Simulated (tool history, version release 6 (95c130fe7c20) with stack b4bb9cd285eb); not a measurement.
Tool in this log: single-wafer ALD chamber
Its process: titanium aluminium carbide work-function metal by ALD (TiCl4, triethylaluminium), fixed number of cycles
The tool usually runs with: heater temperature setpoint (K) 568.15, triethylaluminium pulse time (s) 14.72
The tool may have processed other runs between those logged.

run   hour  heater temperature setpoint (K)  triethylaluminium pulse time (s)  wafers since the last listed run  hours since the last thermocouple change  hours since the last triethylaluminium bottle change  hours since the showerhead was replaced  hours since the gauge calibration  read-back reference wafer on the same gauge, thickness_nm  mean film thickness on the monitor wafer (Å)
  1      0                           568.15                             14.72                                 0                                    1042.5                                                 806.5                                     6904                              157.8                                                       1.89                                         21.77
  2   17.8                           568.15                             14.72                               162                                    1060.3                                                 824.3                                   6921.8                              175.6                                                      1.889                                         21.64
  3   29.5                           568.15                             14.72                               107                                      1072                                                   836                                   6933.5                              187.3                                                      1.889                                          21.7
  4   45.4                           568.15                             14.72                               145                                    1087.9                                                 851.9                                   6949.4                              203.2                                                      1.889                                         21.67
  5     62                           568.15                             14.72                               151                                    1104.5                                                 868.5                                     6966                              219.8                                                      1.891                                         21.56
  6   68.4                           559.15                             14.72                                58                                    1110.9                                                 874.9                                   6972.4                              226.2                                                      1.889                                         20.93
  7   85.1                           568.15                             14.72                               152                                    1127.6                                                 891.6                                   6989.1                              242.9                                                      1.889                                         21.71
  8  102.6                           568.15                             14.72                               160                                    1145.1                                                 909.1                                   7006.6                              260.4                                                      1.891                                          21.6
  9  119.8                           568.15                             16.63                               157                                    1162.3                                                 926.3                                   7023.8                              277.6                                                       1.89                                         21.83
 10  126.6                           568.15                             16.63                                62                                    1169.1                                                 933.1                                   7030.6                              284.4                                                       1.89                                         21.72
 11  136.4                           568.15                             14.72                                89                                    1178.9                                                 942.9                                   7040.4                              294.2                                                       1.89                                         21.56
     147.7  -- showerhead replaced
 12    149                           568.15                             14.72                                42                                    1191.5                                                 955.5                                      1.3                              306.8                                                      1.891                                         21.61
       157  -- gauge calibrated
 13  158.5                           572.15                             14.72                                86                                      1201                                                   965                                     10.8                                1.5                                                       1.89                                         21.92
 14  169.3                           572.15                             14.72                                98                                    1211.8                                                 975.8                                     21.6                               12.3                                                       1.89                                         21.87
 15  184.5                           575.15                             11.29                               139                                      1227                                                   991                                     36.8                               27.5                                                       1.89                                         21.29
 16  202.5                           568.15                             14.72                               164                                      1245                                                  1009                                     54.8                               45.5                                                      1.889                                         21.38
       218  -- thermocouple changed; heater temperature recalibrated
 17  218.5                           575.15                             16.47                                73                                       0.5                                                  1025                                     70.8                               61.5                                                       1.89                                         22.15
 18  230.4                           564.15                              10.4                               108                                      12.4                                                1036.9                                     82.7                               73.4                                                       1.89                                         19.89
 19  263.8                           568.15                             14.72                               305                                      45.8                                                1070.3                                    116.1                              106.8                                                      1.891                                         21.27
 20  274.2                           568.15                             13.22                                95                                      56.2                                                1080.7                                    126.5                              117.2                                                      1.891                                         20.94
     308.6  -- triethylaluminium bottle replaced
 21  323.3                           578.15                             11.06                               375                                     105.3                                                  14.7                                    175.6                              166.3                                                      1.889                                         22.38
 22  339.7                           568.15                             14.72                               149                                     121.7                                                  31.1                                      192                              182.7                                                       1.89                                         21.88
 23    352                           568.15                             17.25                               112                                       134                                                  43.4                                    204.3                                195                                                       1.89                                         21.96
 24  363.7                           560.15                              20.3                               107                                     145.7                                                  55.1                                      216                              206.7                                                      1.891                                         21.27
 25  373.6                           568.15                             14.72                                90                                     155.6                                                    65                                    225.9                              216.6                                                       1.89                                         21.84
 26  388.5                           577.15                             11.87                               136                                     170.5                                                  79.9                                    240.8                              231.5                                                      1.889                                         22.38
 27  396.8                           563.15                             17.55                                75                                     178.8                                                  88.2                                    249.1                              239.8                                                       1.89                                         21.69
 28  408.4                           582.15                             14.72                               106                                     190.4                                                  99.8                                    260.7                              251.4                                                       1.89                                         23.11
 29  419.4                           556.15                             19.64                               100                                     201.4                                                 110.8                                    271.7                              262.4                                                      1.889                                         21.03
 30  428.8                           574.15                             14.72                                85                                     210.8                                                 120.2                                    281.1                              271.8                                                       1.89                                         22.51
 31    442                           553.15                             14.72                               120                                       224                                                 133.4                                    294.3                                285                                                       1.89                                         20.68
     442.9  -- gauge calibrated
 32  455.2                           561.15                             20.31                               120                                     237.2                                                 146.6                                    307.5                               12.3                                                       1.89                                         21.48
 33  466.6                           574.15                              11.1                               104                                     248.6                                                   158                                    318.9                               23.7                                                       1.89                                         22.12

Some steps in mean film thickness on the monitor wafer (Å), run to run, broken into two amounts with sign: the step expected even without the hidden condition (settings, incoming material, random variation), and the rest, left for the hidden condition together with whatever gauge scatter is not in both the measured and the hidden-condition-free result:
Hidden conditions of the tool in this case: wafer temperature above the value expected at the setpoint (K); triethylaluminium dose above that of a fresh bottle (%); gauge reads high (%).
Run 17 -> 18: heater temperature setpoint (K) 575.15 -> 564.15, triethylaluminium pulse time (s) 16.47 -> 10.4. mean film thickness on the monitor wafer (Å) -2.26: hidden state -0.85, all else -1.41.
Run 18 -> 19: heater temperature setpoint (K) 564.15 -> 568.15, triethylaluminium pulse time (s) 10.4 -> 14.72. mean film thickness on the monitor wafer (Å) +1.38: hidden state +0.61, all else +0.77.
Run 20 -> 21: heater temperature setpoint (K) 568.15 -> 578.15, triethylaluminium pulse time (s) 13.22 -> 11.06, triethylaluminium bottle replaced. mean film thickness on the monitor wafer (Å) +1.44: hidden state +0.83, all else +0.61.
Run 28 -> 29: heater temperature setpoint (K) 582.15 -> 556.15, triethylaluminium pulse time (s) 14.72 -> 19.64. mean film thickness on the monitor wafer (Å) -2.08: hidden state +0.01, all else -2.09.
Run 30 -> 31: heater temperature setpoint (K) 574.15 -> 553.15. mean film thickness on the monitor wafer (Å) -1.83: hidden state +0.01, all else -1.84.
